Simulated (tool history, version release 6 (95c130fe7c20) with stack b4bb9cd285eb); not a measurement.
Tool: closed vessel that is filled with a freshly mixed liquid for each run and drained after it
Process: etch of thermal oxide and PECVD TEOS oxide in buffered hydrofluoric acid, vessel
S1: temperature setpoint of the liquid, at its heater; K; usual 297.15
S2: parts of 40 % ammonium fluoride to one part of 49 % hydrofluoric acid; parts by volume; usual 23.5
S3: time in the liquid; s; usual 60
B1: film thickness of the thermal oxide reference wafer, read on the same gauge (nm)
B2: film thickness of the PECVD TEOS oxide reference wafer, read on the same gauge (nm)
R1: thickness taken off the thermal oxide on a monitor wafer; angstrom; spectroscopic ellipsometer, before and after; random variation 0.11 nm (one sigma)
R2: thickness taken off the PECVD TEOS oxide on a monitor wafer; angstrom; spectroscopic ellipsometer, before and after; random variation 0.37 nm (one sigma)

run	day	S1	S2	S3	B1	B2	R1	R2
1	0.000	297.15	23.5	60	129.98	29.98	285.1	783.1
2	3.746	297.15	23.5	60	130.02	29.98	284.0	785.8
3	7.554	297.15	23.5	60	130.01	30.01	284.3	783.6
# day 8.700: hydrofluoric acid flow meter replaced
# day 10.688: thermometer replaced
4	11.404	294.15	23.5	60	129.98	30.02	242.2	664.3
5	15.308	294.15	23.5	60	130.03	29.97	243.4	664.2
# day 16.671: gauge calibrated
6	19.496	294.15	23.5	60	130.05	30.01	241.7	667.3
7	22.667	297.15	23.5	80	129.99	30.04	380.4	1041.6
8	24.492	301.15	23.5	70	129.95	30.00	412.5	1138.0
9	27.346	297.15	23.5	60	130.00	30.01	283.2	781.4
10	29.375	293.15	23.5	60	130.01	30.02	228.5	629.5
11	31.500	295.15	19.5	60	129.97	29.97	290.1	805.4
12	34.717	301.65	27.0	30	129.98	29.97	165.9	451.4
13	38.888	297.15	16.5	60	130.02	30.00	384.4	1070.1
14	42.292	301.65	20.0	60	129.99	30.01	404.9	1113.0
# day 43.438: hydrofluoric acid flow meter replaced
15	44.329	297.15	23.5	60	129.97	29.99	286.3	779.0
16	47.325	297.15	23.5	60	130.02	29.99	285.7	786.0
17	50.296	294.15	23.5	60	130.03	30.00	241.2	665.2
18	51.996	297.15	23.5	40	130.00	30.00	190.2	522.2
# day 54.246: thermometer replaced
19	54.996	301.65	14.5	45	130.01	30.02	419.6	1153.5
20	58.242	297.15	23.5	40	129.99	29.98	189.6	520.5
21	66.121	297.15	28.0	75	129.98	30.01	316.7	871.9
22	70.200	297.15	20.5	85	130.01	30.01	442.7	1211.0
23	72.575	292.65	29.5	75	129.97	30.01	238.8	650.4
24	76.525	300.65	23.5	80	129.96	29.98	460.2	1276.0
# day 78.425: hydrofluoric acid flow meter replaced
25	78.462	297.15	23.5	60	129.99	30.03	284.8	778.1
26	81.104	297.15	23.5	60	130.04	29.99	285.0	775.7
27	82.692	297.15	30.0	85	130.00	30.00	342.8	946.1

Forecast each of these 3 alternatives for the next run:
A	82.721	297.15	23.5	60	?	?	?	?
B	82.721	293.65	23.5	60	?	?	?	?
C	82.721	301.65	15.5	95	?	?	?	?

run	B1	B2	R1	R2
A	129.99	30.01	285.3	782.4
B	129.99	30.01	234.9	644.4
C	129.99	30.01	826.6	2267.3
Without the tool's hidden state the same runs would have given:
run	R1	R2
A	285.3	782.4
B	234.9	644.4
C	826.6	2267.3

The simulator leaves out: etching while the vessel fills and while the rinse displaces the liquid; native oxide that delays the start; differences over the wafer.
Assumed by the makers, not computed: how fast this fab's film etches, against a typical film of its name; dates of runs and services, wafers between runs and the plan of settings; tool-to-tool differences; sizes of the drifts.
